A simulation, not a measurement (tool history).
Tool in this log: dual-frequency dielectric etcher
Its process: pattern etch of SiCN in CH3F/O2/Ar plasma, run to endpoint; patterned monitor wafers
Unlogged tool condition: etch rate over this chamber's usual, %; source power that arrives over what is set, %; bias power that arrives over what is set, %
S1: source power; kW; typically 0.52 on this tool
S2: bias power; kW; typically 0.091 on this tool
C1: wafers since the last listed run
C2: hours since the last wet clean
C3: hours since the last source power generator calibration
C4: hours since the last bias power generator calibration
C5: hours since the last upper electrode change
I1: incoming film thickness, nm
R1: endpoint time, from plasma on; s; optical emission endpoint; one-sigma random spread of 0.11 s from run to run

run	hour	S1	S2	C1	C2	C3	C4	C5	I1	R1
1	0	0.62	0.109	0	336.8	2181.7	3619	3104.3	10.34	19.9
2	14.5	0.52	0.091	196	351.3	2196.2	3633.5	3118.8	10.23	22.5
3	27.1	0.52	0.091	170	363.9	2208.8	3646.1	3131.4	10.25	22.6
4	42.1	0.52	0.091	203	378.9	2223.8	3661.1	3146.4	10.29	22.7
5	51.2	0.52	0.091	123	388	2232.9	3670.2	3155.5	10.29	22.7
6	58.3	0.52	0.091	96	395.1	2240	3677.3	3162.6	10.4	23.1
# hour 86.9: upper electrode replaced
# hour 89.3: bias power generator calibrated
7	89.8	0.58	0.091	69	426.6	2271.5	0.5	2.9	10.37	22.1
8	90.1	0.52	0.084	4	426.9	2271.8	0.8	3.2	10.28	23.9
9	99.3	0.52	0.091	124	436.1	2281	10	12.4	10.37	23.1
# hour 125.9: source power generator calibrated
# hour 131.9: wet clean of the chamber
10	132.4	0.41	0.091	312	0.5	6.5	43.1	45.5	10.37	24.1
11	132.7	0.52	0.091	4	0.8	6.8	43.4	45.8	10.34	22.1
12	138.1	0.6	0.091	73	6.2	12.2	48.8	51.2	10.32	21
13	149.1	0.59	0.105	148	17.2	23.2	59.8	62.2	10.3	19.6
14	156	0.52	0.111	93	24.1	30.1	66.7	69.1	10.37	20.3
15	165.4	0.52	0.091	127	33.5	39.5	76.1	78.5	10.31	22.1
16	182.5	0.41	0.084	231	50.6	56.6	93.2	95.6	10.28	25.1
17	188.6	0.52	0.091	82	56.7	62.7	99.3	101.7	10.29	22.1
18	195.8	0.43	0.091	97	63.9	69.9	106.5	108.9	10.21	23.7

Predict each of these 4 candidate next runs independently; none follows another, all start after run 18:
A	196.2	0.57	0.091	5	64.3	70.3	106.9	109.3	10.24	?
B	196.2	0.44	0.091	5	64.3	70.3	106.9	109.3	10.24	?
C	196.2	0.52	0.104	5	64.3	70.3	106.9	109.3	10.24	?
D	196.2	0.52	0.108	5	64.3	70.3	106.9	109.3	10.24	?

run	R1
A	21.4
B	23.5
C	20.7
D	20.4
Stripped of hidden state, with their random variation kept, the same runs would have yielded:
run	R1
A	21.1
B	23.2
C	20.5
D	20.1
